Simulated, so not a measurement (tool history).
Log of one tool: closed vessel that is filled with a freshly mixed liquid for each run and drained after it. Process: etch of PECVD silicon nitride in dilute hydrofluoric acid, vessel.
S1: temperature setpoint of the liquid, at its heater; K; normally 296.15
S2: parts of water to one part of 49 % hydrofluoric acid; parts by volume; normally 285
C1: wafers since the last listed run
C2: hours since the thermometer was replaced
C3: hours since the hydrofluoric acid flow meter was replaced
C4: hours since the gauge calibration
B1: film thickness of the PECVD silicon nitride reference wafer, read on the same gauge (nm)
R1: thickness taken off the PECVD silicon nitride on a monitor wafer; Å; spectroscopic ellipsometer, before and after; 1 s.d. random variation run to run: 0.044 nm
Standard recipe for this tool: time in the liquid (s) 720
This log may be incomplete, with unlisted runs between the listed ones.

{"run": 1, "hour": 0.0, "S1": 296.15, "S2": 230, "time in the liquid (s)": 720, "C1": 0, "C2": 1151.7, "C3": 162.7, "C4": 565.3, "B1": 70.032, "R1": 65.86}
{"run": 2, "hour": 80.1, "S1": 296.15, "S2": 370, "time in the liquid (s)": 720, "C1": 6210, "C2": 1231.8, "C3": 242.8, "C4": 645.4, "B1": 69.988, "R1": 41.12}
{"run": 3, "hour": 182.9, "S1": 296.15, "S2": 285, "time in the liquid (s)": 720, "C1": 7970, "C2": 1334.6, "C3": 345.6, "C4": 748.2, "B1": 70.013, "R1": 54.6}
{"run": 4, "hour": 225.4, "S1": 296.15, "S2": 285, "time in the liquid (s)": 720, "C1": 3295, "C2": 1377.1, "C3": 388.1, "C4": 790.7, "B1": 70, "R1": 54.44}
{"run": 5, "hour": 293.2, "S1": 296.15, "S2": 285, "time in the liquid (s)": 720, "C1": 5256, "C2": 1444.9, "C3": 455.9, "C4": 858.5, "B1": 69.988, "R1": 55.07}
{"hour": 294.6, "done": "gauge calibrated"}
{"run": 6, "hour": 374.7, "S1": 296.15, "S2": 285, "time in the liquid (s)": 720, "C1": 6318, "C2": 1526.4, "C3": 537.4, "C4": 80.1, "B1": 70.002, "R1": 55.5}
{"run": 7, "hour": 447.8, "S1": 296.15, "S2": 285, "time in the liquid (s)": 720, "C1": 5667, "C2": 1599.5, "C3": 610.5, "C4": 153.2, "B1": 70.018, "R1": 55.48}
{"run": 8, "hour": 499.4, "S1": 292.15, "S2": 225, "time in the liquid (s)": 505, "C1": 4000, "C2": 1651.1, "C3": 662.1, "C4": 204.8, "B1": 70.023, "R1": 37.89}
{"run": 9, "hour": 555.5, "S1": 292.15, "S2": 225, "time in the liquid (s)": 505, "C1": 4349, "C2": 1707.2, "C3": 718.2, "C4": 260.9, "B1": 70.015, "R1": 38.7}
{"hour": 600.4, "done": "thermometer replaced"}
{"run": 10, "hour": 621.8, "S1": 296.15, "S2": 370, "time in the liquid (s)": 295, "C1": 5062, "C2": 21.4, "C3": 784.5, "C4": 327.2, "B1": 70.033, "R1": 15.92}
{"run": 11, "hour": 691.4, "S1": 296.15, "S2": 285, "time in the liquid (s)": 720, "C1": 5396, "C2": 91, "C3": 854.1, "C4": 396.8, "B1": 69.98, "R1": 50.02}
{"hour": 739.8, "done": "hydrofluoric acid flow meter replaced"}
{"run": 12, "hour": 759.4, "S1": 294.65, "S2": 395, "time in the liquid (s)": 1105, "C1": 5194, "C2": 159, "C3": 19.6, "C4": 464.8, "B1": 69.974, "R1": 51.37}
{"run": 13, "hour": 816.3, "S1": 293.65, "S2": 285, "time in the liquid (s)": 720, "C1": 4411, "C2": 215.9, "C3": 76.5, "C4": 521.7, "B1": 70.003, "R1": 43.43}
{"run": 14, "hour": 952.8, "S1": 296.15, "S2": 195, "time in the liquid (s)": 720, "C1": 10583, "C2": 352.4, "C3": 213, "C4": 658.2, "B1": 70.01, "R1": 74.1}

Here are 3 independent what-if runs from the current tool condition. What would each one return?
{"run": "A", "hour": 953.6, "S1": 296.15, "S2": 285, "time in the liquid (s)": 955, "C1": 62, "C2": 353.2, "C3": 213.8, "C4": 659, "B1": "?", "R1": "?"}
{"run": "B", "hour": 953.6, "S1": 293.65, "S2": 285, "time in the liquid (s)": 520, "C1": 62, "C2": 353.2, "C3": 213.8, "C4": 659, "B1": "?", "R1": "?"}
{"run": "C", "hour": 953.6, "S1": 293.65, "S2": 360, "time in the liquid (s)": 980, "C1": 62, "C2": 353.2, "C3": 213.8, "C4": 659, "B1": "?", "R1": "?"}

run=A B1=70.006 R1=69.14
run=B B1=70.006 R1=32.22
run=C B1=70.006 R1=48.38
With no hidden state in the tool, these same runs would have given:
run=A R1=66.18
run=B R1=30.81
run=C R1=46.3

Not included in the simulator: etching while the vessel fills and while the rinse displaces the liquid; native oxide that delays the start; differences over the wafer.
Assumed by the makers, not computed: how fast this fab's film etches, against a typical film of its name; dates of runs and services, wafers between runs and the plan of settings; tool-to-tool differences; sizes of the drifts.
